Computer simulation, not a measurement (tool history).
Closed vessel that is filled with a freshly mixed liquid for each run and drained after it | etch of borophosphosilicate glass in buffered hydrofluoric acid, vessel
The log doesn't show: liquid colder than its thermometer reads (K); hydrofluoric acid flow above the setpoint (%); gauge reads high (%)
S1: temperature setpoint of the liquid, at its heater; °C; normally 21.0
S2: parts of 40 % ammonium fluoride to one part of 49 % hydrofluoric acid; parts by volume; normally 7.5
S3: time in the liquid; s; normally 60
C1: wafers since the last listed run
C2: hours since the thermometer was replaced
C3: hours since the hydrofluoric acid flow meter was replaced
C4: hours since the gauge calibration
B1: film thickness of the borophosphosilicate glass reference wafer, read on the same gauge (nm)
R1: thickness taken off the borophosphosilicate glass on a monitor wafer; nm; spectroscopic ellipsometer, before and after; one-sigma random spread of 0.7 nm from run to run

| run | hour | S1 | S2 | S3 | C1 | C2 | C3 | C4 | B1 | R1 |
|---|---|---|---|---|---|---|---|---|---|---|
| 1 | 0.0 | 21.0 | 7.5 | 60 | 0 | 2210.2 | 832.6 | 387.0 | 70.11 | 156.20 |
|  | 65.9 | hydrofluoric acid flow meter replaced |
| 2 | 84.7 | 24.0 | 7.5 | 60 | 6393 | 2294.9 | 18.8 | 471.7 | 70.11 | 183.49 |
| 3 | 180.6 | 24.0 | 7.5 | 60 | 7325 | 2390.8 | 114.7 | 567.6 | 70.17 | 183.47 |
| 4 | 223.7 | 21.0 | 5.5 | 60 | 3292 | 2433.9 | 157.8 | 610.7 | 70.24 | 207.91 |
| 5 | 278.4 | 21.0 | 5.5 | 60 | 4178 | 2488.6 | 212.5 | 665.4 | 70.25 | 207.36 |
| 6 | 315.1 | 21.0 | 5.0 | 60 | 2803 | 2525.3 | 249.2 | 702.1 | 70.29 | 226.23 |
| 7 | 387.2 | 21.0 | 7.5 | 60 | 5507 | 2597.4 | 321.3 | 774.2 | 70.43 | 156.92 |
| 8 | 490.3 | 21.0 | 7.5 | 60 | 7875 | 2700.5 | 424.4 | 877.3 | 70.49 | 157.02 |
| 9 | 528.0 | 21.0 | 7.5 | 60 | 2879 | 2738.2 | 462.1 | 915.0 | 70.51 | 157.34 |
|  | 563.7 | thermometer replaced |
| 10 | 601.0 | 21.0 | 7.5 | 60 | 5499 | 37.3 | 535.1 | 988.0 | 70.63 | 156.28 |
| 11 | 651.0 | 21.0 | 8.5 | 60 | 3819 | 87.3 | 585.1 | 1038.0 | 70.68 | 135.96 |
| 12 | 708.8 | 19.0 | 7.5 | 35 | 4415 | 145.1 | 642.9 | 1095.8 | 70.81 | 82.28 |
| 13 | 777.3 | 24.5 | 10.5 | 60 | 5232 | 213.6 | 711.4 | 1164.3 | 70.89 | 138.90 |
| 14 | 879.6 | 21.0 | 7.5 | 60 | 7814 | 315.9 | 813.7 | 1266.6 | 71.10 | 156.45 |
| 15 | 987.2 | 19.0 | 6.5 | 30 | 8219 | 423.5 | 921.3 | 1374.2 | 71.28 | 81.98 |
|  | 1035.0 | gauge calibrated |
| 16 | 1037.2 | 18.0 | 7.5 | 30 | 3819 | 473.5 | 971.3 | 2.2 | 69.86 | 65.64 |
|  | 1057.4 | hydrofluoric acid flow meter replaced |
| 17 | 1138.3 | 24.0 | 6.0 | 45 | 7646 | 574.6 | 80.9 | 103.3 | 69.91 | 169.83 |
| 18 | 1215.7 | 19.5 | 7.5 | 60 | 5912 | 652.0 | 158.3 | 180.7 | 69.90 | 143.64 |
| 19 | 1309.9 | 21.0 | 7.5 | 60 | 7195 | 746.2 | 252.5 | 274.9 | 69.97 | 156.23 |
| 20 | 1408.5 | 17.5 | 7.5 | 60 | 7531 | 844.8 | 351.1 | 373.5 | 69.98 | 128.45 |

Consider 5 possible next runs. They are alternatives, not a sequence: every one starts from the tool as it was left by run 20. What does each give?
| A | 1409.2 | 21.0 | 7.5 | 60 | 53 | 845.5 | 351.8 | 374.2 | ? | ? |
| B | 1409.2 | 23.0 | 6.0 | 95 | 53 | 845.5 | 351.8 | 374.2 | ? | ? |
| C | 1409.2 | 18.0 | 8.5 | 85 | 53 | 845.5 | 351.8 | 374.2 | ? | ? |
| D | 1409.2 | 22.5 | 7.5 | 60 | 53 | 845.5 | 351.8 | 374.2 | ? | ? |
| E | 1409.2 | 21.0 | 7.5 | 70 | 53 | 845.5 | 351.8 | 374.2 | ? | ? |

| run | B1 | R1 |
|---|---|---|
| A | 69.99 | 155.55 |
| B | 69.99 | 339.43 |
| C | 69.99 | 162.72 |
| D | 69.99 | 168.80 |
| E | 69.99 | 181.47 |
Stripped of hidden state, with their random variation kept, the same runs would have yielded:
| run | R1 |
|---|---|
| A | 155.58 |
| B | 339.50 |
| C | 162.75 |
| D | 168.83 |
| E | 181.50 |

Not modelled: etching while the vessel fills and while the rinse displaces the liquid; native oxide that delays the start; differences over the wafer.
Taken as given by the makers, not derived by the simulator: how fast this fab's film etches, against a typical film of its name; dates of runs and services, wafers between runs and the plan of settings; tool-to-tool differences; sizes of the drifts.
